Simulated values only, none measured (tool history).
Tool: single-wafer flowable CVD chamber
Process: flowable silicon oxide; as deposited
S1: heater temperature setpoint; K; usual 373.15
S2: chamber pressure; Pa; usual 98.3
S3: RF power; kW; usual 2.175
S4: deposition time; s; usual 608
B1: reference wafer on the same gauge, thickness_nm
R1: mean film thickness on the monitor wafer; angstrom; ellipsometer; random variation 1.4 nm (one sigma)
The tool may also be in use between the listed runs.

run   hour      S1     S2     S3   S4       B1       R1
  1      0  373.15   98.3  2.175  608  377.058  3178.05
  2   34.9  373.15   98.3  2.175  608  377.727  3182.01
  3   53.5  373.15   98.3  2.175  608  377.827  3184.88
  4   86.3  373.15   98.3  2.175  608  378.087  3166.92
     108.3  -- gauge calibrated
  5    111  373.15   98.3  2.175  608  378.595  3164.91
  6  129.9  373.15   98.3  2.175  608  377.871  3175.46
  7  163.7  373.15   98.3  2.175  608  378.662  3183.23
  8    176  373.15   98.3  2.175  608  378.162  3187.46
  9    227  373.15   98.3  2.175  608  378.405  3164.11
     261.7  -- thermocouple changed; heater temperature recalibrated
 10  262.2  373.15   98.3  2.175  701  378.432  3677.02
 11    283  373.15   98.3  2.175  701  377.554  3639.37
 12    386  376.15   98.3  2.435  608  378.178   2967.8
 13  418.7  376.15   98.3  2.435  608  377.659  2971.94
 14    432  385.15   98.3  2.175  608  378.075  2236.81
 15  444.8  373.15   83.2  2.175  673  377.508  2952.14
 16  475.9  373.15   98.3  2.175  608  378.071  3158.53
 17  493.5  373.15   98.3  2.175  544  378.532  2821.25
       518  -- capacitance manometer re-zeroed and calibrated
 18    528  373.15  122.5  2.175  501  378.015  3271.96
     564.9  -- gauge calibrated
     568.2  -- showerhead replaced
 19  568.7  373.15   78.8  1.955  675  378.389   2784.9
 20  597.6  373.15   98.3  2.175  608  378.117  3211.08
 21    614  379.15   98.3  1.875  545   378.18   2320.5
 22  648.7  373.15   83.2  2.175  673  377.663  2980.19
     664.7  -- RF generator calibrated
 23  677.4  364.15   98.3  2.175  500  377.828  3409.73
 24  711.1  373.15   98.3  2.175  506  378.842  2643.64
 25  737.7  373.15   98.3  2.175  608  376.849  3173.13
 26  835.3  373.15   98.3  2.175  608  377.809  3164.28

5 ways to go on from here, each from the tool as it stands after run 26. What would each give?
  A  835.9  373.15   98.3  2.175  608   ?   ?
  B  835.9  373.15  120.5  2.175  608   ?   ?
  C  835.9  367.15   88.5   1.93  608   ?   ?
  D  835.9  379.15   98.3   1.78  704   ?   ?
  E  835.9  360.15   98.3  2.585  573   ?   ?

run       B1       R1
  A  378.175  3196.82
  B  378.175  3921.62
  C  378.175  3342.28
  D  378.175  2969.13
  E  378.175  4490.52
Without the tool's hidden state the same runs would have given:
run       R1
  A  3196.82
  B  3921.62
  C  3342.28
  D  2969.13
  E  4490.52
